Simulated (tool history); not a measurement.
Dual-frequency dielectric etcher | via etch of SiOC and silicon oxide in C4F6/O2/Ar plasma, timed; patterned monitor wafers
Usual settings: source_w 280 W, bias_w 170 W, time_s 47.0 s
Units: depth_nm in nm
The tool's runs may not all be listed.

run     day  source_w  bias_w  time_s  read-back reference wafer on the same gauge, depth_nm  depth_nm
  1   0.000       280     170    47.0                                                  41.29     46.44
  2   1.646       280     170    38.5                                                  41.20     37.62
  3   6.000       280     170    38.5                                                  41.16     37.86
  4   7.971       280     170    47.0                                                  41.12     45.14
     10.062  -- bias power generator calibrated
  5  11.125       280     170    47.0                                                  41.11     45.57
  6  14.592       280     170    47.0                                                  41.10     46.14
  7  26.342       250     170    58.0                                                  41.00     52.88
     29.279  -- wet clean of the chamber
  8  30.775       330     140    41.0                                                  40.94     40.48
  9  32.879       280     170    51.5                                                  40.95     50.35
 10  35.450       280     170    47.0                                                  40.86     45.29
     36.567  -- upper electrode replaced
 11  37.217       320     141    41.5                                                  40.86     41.10
 12  40.142       280     170    58.0                                                  40.81     56.51
     41.425  -- source power generator calibrated
 13  44.138       320     211    35.5                                                  40.82     39.38
 14  48.267       280     170    47.0                                                  40.70     45.54
 15  52.058       350     149    41.5                                                  40.66     43.21
 16  54.233       280     170    38.5                                                  40.62     36.97
     56.104  -- wet clean of the chamber
 17  56.733       250     201    52.0                                                  40.59     49.74
 18  59.604       280     131    47.0                                                  40.61     41.98
 19  63.979       350     143    34.0                                                  40.52     34.60
     64.683  -- gauge calibrated
 20  66.992       220     138    60.5                                                  41.36     48.44
 21  70.679       260     170    54.5                                                  41.38     51.66
 22  75.146       280     170    47.0                                                  41.38     46.28
 23  77.238       320     170    47.0                                                  41.33     49.47
 24  79.050       320     151    47.0                                                  41.33     47.55
     81.446  -- wet clean of the chamber
 25  81.954       280     170    47.0                                                  41.35     46.67
 26  83.842       250     128    47.0                                                  41.34     39.37
 27  88.021       280     170    38.5                                                  41.34     37.47
 28  89.775       350     147    40.0                                                  41.33     41.95
 29  92.983       250     149    37.0                                                  41.32     32.71
 30  95.721       280     135    53.0                                                  41.28     48.28

What the log doesn't show, run by run:
etch rate over this chamber's usual, %: 0 in every run
source power that arrives over what is set, %: 0 in every run
bias power that arrives over what is set, %: 0 in every run
H1: gauge reads high (%)
run      H1
  1  -0.623
  2  -0.655
  3  -0.743
  4  -0.785
  5  -0.853
  6  -0.931
  7   -1.22
  8   -1.34
  9   -1.39
 10   -1.47
 11   -1.52
 12    -1.6
 13   -1.72
 14   -1.85
 15   -1.97
 16   -2.05
 17   -2.13
 18   -2.23
 19   -2.38
 20  -0.349
 21  -0.353
 22  -0.362
 23  -0.368
 24  -0.375
 25  -0.386
 26  -0.395
 27  -0.418
 28  -0.429
 29  -0.451
 30  -0.472
